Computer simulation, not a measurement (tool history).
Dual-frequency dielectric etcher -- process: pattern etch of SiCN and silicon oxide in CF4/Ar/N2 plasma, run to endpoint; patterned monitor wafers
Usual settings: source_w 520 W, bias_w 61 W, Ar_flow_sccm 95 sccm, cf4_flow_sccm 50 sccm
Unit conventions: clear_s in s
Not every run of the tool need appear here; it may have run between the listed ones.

run	day	source_w	bias_w	Ar_flow_sccm	cf4_flow_sccm	incoming incoming film thickness, nm	clear_s
1	0	520	61	95	50	16.5	19.4
2	0.888	520	61	95	50	16.24	19.1
3	2.521	520	61	95	50	16.15	18.9
4	3.279	520	61	95	50	16.28	19.2
5	4.396	520	61	95	50	16.31	19
# day 6.3: wet clean of the chamber
6	6.321	520	61	95	50	16.3	18.8
# day 6.708: CF4 flow controller replaced
7	6.733	610	72	95	50	16.44	16
8	7.575	520	61	95	50	16.31	18.7
9	8.596	590	61	95	41	16.33	17.5
10	9.946	520	50	111	50	16.4	20.3
11	11.017	520	61	95	50	16.41	19
12	11.917	390	48	95	50	16.34	24.8
13	13.075	520	73	95	50	16.27	18
14	13.692	520	61	95	62	16.13	18.4
15	14.692	520	55	95	45	16.33	19.7
# day 15.217: Ar flow controller replaced
16	15.575	410	61	72	50	16.38	21.9
# day 15.992: bias power generator calibrated
17	16.483	520	61	95	50	16.27	19
18	17.25	520	61	95	50	16.38	19.3
19	17.979	570	61	95	50	16.17	17.7
20	18.762	420	65	95	42	16.21	22.1
# day 23.104: wet clean of the chamber
21	23.125	590	61	95	40	16.34	17.6

Predict the results of run 22:
22	23.575	630	54	75	61	16.27	?

Logged for run 22: clear_s 15.7 s.
Were there no unlogged condition in the tool, this run, its random variation unchanged, would have produced clear_s 15.7 s.

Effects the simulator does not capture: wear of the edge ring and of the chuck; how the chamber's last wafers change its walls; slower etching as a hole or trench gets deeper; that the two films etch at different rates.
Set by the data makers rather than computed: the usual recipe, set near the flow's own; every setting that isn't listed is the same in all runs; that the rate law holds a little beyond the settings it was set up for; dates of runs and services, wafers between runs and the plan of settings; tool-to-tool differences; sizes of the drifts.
